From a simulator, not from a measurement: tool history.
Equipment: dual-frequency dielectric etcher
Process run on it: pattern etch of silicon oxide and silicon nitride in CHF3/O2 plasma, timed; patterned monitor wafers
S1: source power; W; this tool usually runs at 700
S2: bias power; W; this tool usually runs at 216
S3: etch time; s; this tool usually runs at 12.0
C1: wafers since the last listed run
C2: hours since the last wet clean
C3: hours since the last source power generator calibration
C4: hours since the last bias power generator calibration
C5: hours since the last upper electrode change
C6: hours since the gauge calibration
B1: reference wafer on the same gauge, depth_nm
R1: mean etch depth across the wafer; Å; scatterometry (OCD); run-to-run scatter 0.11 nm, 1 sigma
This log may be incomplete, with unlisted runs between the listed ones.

run   hour   S1   S2    S3    C1     C2      C3      C4      C5     C6     B1     R1
  1    0.0  700  185   9.0     0  279.1  2223.3  1403.3  4169.0  220.7  23.49  142.5
  2   22.4  700  216  12.0   497  301.5  2245.7  1425.7  4191.4  243.1  23.47  204.4
  3   43.6  700  216   9.5   471  322.7  2266.9  1446.9  4212.6  264.3  23.47  162.8
  4   63.2  700  216   9.5   435  342.3  2286.5  1466.5  4232.2  283.9  23.49  162.1
  5   97.6  620  255  12.0   764  376.7  2320.9  1500.9  4266.6  318.3  23.50  210.1
  6  128.7  620  255  12.0   691  407.8  2352.0  1532.0  4297.7  349.4  23.52  209.7
  7  162.4  620  255  12.0   748  441.5  2385.7  1565.7  4331.4  383.1  23.50  209.2
     187.4  -- wet clean of the chamber
     208.5  -- upper electrode replaced
  8  209.0  700  216  11.0    33   21.6  2432.3  1612.3     0.5  429.7  23.49  184.5
  9  238.9  700  216  12.0   664   51.5  2462.2  1642.2    30.4  459.6  23.52  202.5
 10  259.2  830  216  12.0   451   71.8  2482.5  1662.5    50.7  479.9  23.49  217.4
     287.3  -- gauge calibrated
 11  294.7  590  216   9.5   788  107.3  2518.0  1698.0    86.2    7.4  23.52  154.1
 12  319.5  560  189  13.0   551  132.1  2542.8  1722.8   111.0   32.2  23.49  194.1
 13  338.6  820  190  10.0   424  151.2  2561.9  1741.9   130.1   51.3  23.51  169.9
 14  355.0  700  216   9.0   364  167.6  2578.3  1758.3   146.5   67.7  23.50  153.6
     389.0  -- source power generator calibrated
     434.9  -- bias power generator calibrated
 15  449.1  700  216   9.0  1913  261.7    60.1    14.2   240.6  161.8  23.47  153.3
 16  468.1  700  254  12.0   422  280.7    79.1    33.2   259.6  180.8  23.45  218.7
 17  493.9  610  216  15.5   573  306.5   104.9    59.0   285.4  206.6  23.54  250.8
 18  509.9  700  216  14.5   355  322.5   120.9    75.0   301.4  222.6  23.50  245.8
 19  526.9  550  251  14.5   377  339.5   137.9    92.0   318.4  239.6  23.51  242.6
 20  557.2  560  264  13.5   673  369.8   168.2   122.3   348.7  269.9  23.49  231.4
 21  576.3  700  216   9.0   424  388.9   187.3   141.4   367.8  289.0  23.53  152.8

For each run, what was the tool's unlogged condition?
etch rate over this chamber's usual, %: 0 on each run
source power that arrives over what is set, %: 0 on each run
bias power that arrives over what is set, %: 0 on each run
gauge reads high (%): 0 on each run
